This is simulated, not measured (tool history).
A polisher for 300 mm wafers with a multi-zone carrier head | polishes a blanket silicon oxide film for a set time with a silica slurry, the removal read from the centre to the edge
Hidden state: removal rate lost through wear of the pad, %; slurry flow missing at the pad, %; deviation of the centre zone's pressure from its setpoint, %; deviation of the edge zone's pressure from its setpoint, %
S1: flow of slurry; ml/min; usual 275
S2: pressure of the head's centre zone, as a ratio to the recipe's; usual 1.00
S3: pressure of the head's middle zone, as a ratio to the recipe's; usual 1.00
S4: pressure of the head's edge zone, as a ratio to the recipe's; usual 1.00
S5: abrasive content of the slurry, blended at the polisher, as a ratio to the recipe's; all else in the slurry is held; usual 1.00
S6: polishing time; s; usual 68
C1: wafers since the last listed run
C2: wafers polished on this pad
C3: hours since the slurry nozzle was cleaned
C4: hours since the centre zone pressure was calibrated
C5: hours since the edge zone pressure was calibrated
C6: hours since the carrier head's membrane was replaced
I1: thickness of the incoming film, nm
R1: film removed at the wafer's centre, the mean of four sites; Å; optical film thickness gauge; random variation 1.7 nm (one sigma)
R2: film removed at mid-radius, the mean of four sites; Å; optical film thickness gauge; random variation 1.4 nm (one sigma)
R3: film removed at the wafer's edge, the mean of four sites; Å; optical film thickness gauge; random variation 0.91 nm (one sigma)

Run 1, day 0.000: usual settings but S2 1.10, S3 0.92, S5 0.90, S6 54 s; C1 0; C2 120; C3 50.4; C4 298.8; C5 20.2; C6 1114.9; I1 955.7. Result: R1 1202 Å, R2 1056 Å, R3 1118 Å.
Run 2, day 0.275: usual settings but S3 1.09, S6 58 s; C1 39; C2 159; C3 57.0; C4 305.4; C5 26.8; C6 1121.5; I1 961.7. Result: R1 1289 Å, R2 1335 Å, R3 1262 Å.
At day 0.662: centre zone pressure recalibrated.
At day 1.008: carrier head's membrane replaced by a new one.
Run 3, day 1.029: usual settings but S2 1.04, S4 0.90; C1 65; C2 225; C3 75.1; C4 8.8; C5 44.9; C6 0.5; I1 956.7. Result: R1 1501 Å, R2 1460 Å, R3 1413 Å.
Run 4, day 1.267: usual settings but S1 245 ml/min, S3 0.97, S4 0.96; C1 33; C2 259; C3 80.8; C4 14.5; C5 50.6; C6 6.2; I1 984.3. Result: R1 1475 Å, R2 1437 Å, R3 1447 Å.
Run 5, day 1.738: usual settings; C1 67; C2 326; C3 92.1; C4 25.8; C5 61.9; C6 17.5; I1 962.4. Result: R1 1477 Å, R2 1479 Å, R3 1492 Å.
Run 6, day 2.117: usual settings but S3 1.03, S5 0.90, S6 59 s; C1 54; C2 380; C3 101.2; C4 34.9; C5 71.0; C6 26.6; I1 960.5. Result: R1 1221 Å, R2 1218 Å, R3 1222 Å.
Run 7, day 2.458: usual settings; C1 48; C2 429; C3 109.4; C4 43.1; C5 79.2; C6 34.8; I1 963.5. Result: R1 1488 Å, R2 1457 Å, R3 1489 Å.
Run 8, day 3.046: usual settings but S1 335 ml/min, S2 0.91, S3 0.92, S5 1.25; C1 83; C2 512; C3 123.5; C4 57.2; C5 93.3; C6 48.9; I1 964.1. Result: R1 1587 Å, R2 1558 Å, R3 1685 Å.
Run 9, day 3.679: usual settings but S3 0.94; C1 90; C2 603; C3 138.7; C4 72.4; C5 108.5; C6 64.1; I1 969.3. Result: R1 1495 Å, R2 1410 Å, R3 1482 Å.
Run 10, day 4.233: usual settings but S6 52 s; C1 79; C2 682; C3 152.0; C4 85.7; C5 121.8; C6 77.4; I1 966.6. Result: R1 1138 Å, R2 1120 Å, R3 1119 Å.
Run 11, day 4.875: usual settings but S1 360 ml/min, S6 59 s; C1 91; C2 773; C3 167.4; C4 101.1; C5 137.2; C6 92.8; I1 981.4. Result: R1 1350 Å, R2 1321 Å, R3 1310 Å.
Run 12, day 5.367: usual settings; C1 70; C2 843; C3 179.2; C4 112.9; C5 149.0; C6 104.6; I1 964.8. Result: R1 1475 Å, R2 1498 Å, R3 1483 Å.
Run 13, day 6.104: usual settings but S2 0.96, S6 45 s; C1 105; C2 948; C3 196.9; C4 130.6; C5 166.7; C6 122.3; I1 972.2. Result: R1 956 Å, R2 976 Å, R3 987 Å.
Run 14, day 6.588: usual settings; C1 68; C2 1017; C3 208.5; C4 142.2; C5 178.3; C6 133.9; I1 971.9. Result: R1 1503 Å, R2 1467 Å, R3 1471 Å.
Run 15, day 7.192: usual settings but S1 355 ml/min, S3 0.96, S5 0.75, S6 86 s; C1 86; C2 1104; C3 223.0; C4 156.7; C5 192.8; C6 148.4; I1 969.9. Result: R1 1639 Å, R2 1583 Å, R3 1606 Å.
Run 16, day 7.838: usual settings but S4 0.88, S5 1.15; C1 92; C2 1196; C3 238.5; C4 172.2; C5 208.3; C6 163.9; I1 976.8. Result: R1 1600 Å, R2 1604 Å, R3 1493 Å.
At day 8.471: slurry nozzle cleaned.
Run 17, day 8.492: usual settings but S1 325 ml/min, S2 0.96, S3 0.94, S6 48 s; C1 87; C2 1283; C3 0.5; C4 187.9; C5 224.0; C6 179.6; I1 976.1. Result: R1 1043 Å, R2 1006 Å, R3 1057 Å.
Run 18, day 8.775: usual settings; C1 40; C2 1323; C3 7.3; C4 194.7; C5 230.8; C6 186.4; I1 953.0. Result: R1 1484 Å, R2 1492 Å, R3 1479 Å.
At day 9.083: worn pad replaced by a new one.
Run 19, day 9.462: usual settings but S1 250 ml/min, S2 1.08, S3 0.97; C1 74; C2 54; C3 23.8; C4 211.2; C5 247.3; C6 202.9; I1 967.6. Result: R1 1576 Å, R2 1424 Å, R3 1481 Å.
Run 20, day 10.046: usual settings but S2 1.11, S3 0.88, S6 82 s; C1 83; C2 137; C3 37.8; C4 225.2; C5 261.3; C6 216.9; I1 970.4. Result: R1 1961 Å, R2 1640 Å, R3 1784 Å.
Run 21, day 10.412: usual settings but S1 315 ml/min, S4 0.90, S6 47 s; C1 52; C2 189; C3 46.6; C4 234.0; C5 270.1; C6 225.7; I1 984.6. Result: R1 1044 Å, R2 1026 Å, R3 977 Å.
Run 22, day 11.146: usual settings; C1 104; C2 294; C3 64.2; C4 251.6; C5 287.7; C6 243.3; I1 968.0. Result: R1 1527 Å, R2 1456 Å, R3 1499 Å.

4 ways to go on from here, each from the tool as it stands after run 22. What would each give?
Run A, day 11.167: usual settings; C1 2; C2 296; C3 64.7; C4 252.1; C5 288.2; C6 243.8; I1 977.5. Result: R1 ?, R2 ?, R3 ?.
Run B, day 11.167: usual settings but S2 1.09, S6 81 s; C1 2; C2 296; C3 64.7; C4 252.1; C5 288.2; C6 243.8; I1 977.5. Result: R1 ?, R2 ?, R3 ?.
Run C, day 11.167: usual settings but S6 87 s; C1 2; C2 296; C3 64.7; C4 252.1; C5 288.2; C6 243.8; I1 977.5. Result: R1 ?, R2 ?, R3 ?.
Run D, day 11.167: usual settings but S4 0.88, S5 1.30; C1 2; C2 296; C3 64.7; C4 252.1; C5 288.2; C6 243.8; I1 977.5. Result: R1 ?, R2 ?, R3 ?.

run    R1    R2    R3
  A  1520  1467  1491
  B  1948  1747  1776
  C  1944  1877  1908
  D  1723  1663  1592
Without the tool's hidden state the same runs would have given:
run    R1    R2    R3
  A  1520  1467  1491
  B  1948  1747  1776
  C  1944  1877  1908
  D  1723  1663  1592

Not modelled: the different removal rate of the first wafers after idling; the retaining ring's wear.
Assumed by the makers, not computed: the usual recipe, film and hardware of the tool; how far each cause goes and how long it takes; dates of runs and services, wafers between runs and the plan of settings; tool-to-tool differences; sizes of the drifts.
